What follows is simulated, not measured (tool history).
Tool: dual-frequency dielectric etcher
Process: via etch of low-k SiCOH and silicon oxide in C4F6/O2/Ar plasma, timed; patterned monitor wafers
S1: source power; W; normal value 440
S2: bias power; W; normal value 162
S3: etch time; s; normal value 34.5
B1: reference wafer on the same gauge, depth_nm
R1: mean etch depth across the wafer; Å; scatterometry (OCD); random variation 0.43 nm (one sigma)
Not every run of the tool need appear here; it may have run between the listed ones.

run	hour	S1	S2	S3	B1	R1
1	0.0	440	162	34.5	83.8	806
2	34.6	410	162	34.5	83.8	786
3	52.4	410	162	34.5	83.9	797
4	78.3	440	162	32.0	83.8	741
5	95.4	440	162	32.0	83.8	732
6	111.3	440	162	32.0	83.9	728
7	126.4	440	162	34.5	83.7	788
# hour 157.8: upper electrode replaced
8	158.3	440	162	34.5	83.7	790
9	159.7	440	162	34.5	83.9	784
10	178.8	440	162	34.5	83.9	787
11	213.8	440	162	34.5	83.9	779
12	233.5	410	145	25.0	83.8	532
13	250.4	410	141	41.5	83.8	877
14	267.0	440	200	34.5	83.9	834
# hour 287.3: source power generator calibrated
15	287.8	520	162	38.0	83.9	878

Run 16, settings as shown, results not yet in. Your forecast:
# hour 298.0: bias power generator calibrated
16	312.4	510	140	34.5	?	?

{"run 16": {"B1": 83.7, "R1": 747}}
With no hidden state in the tool, this same run would have given R1 786 Å.
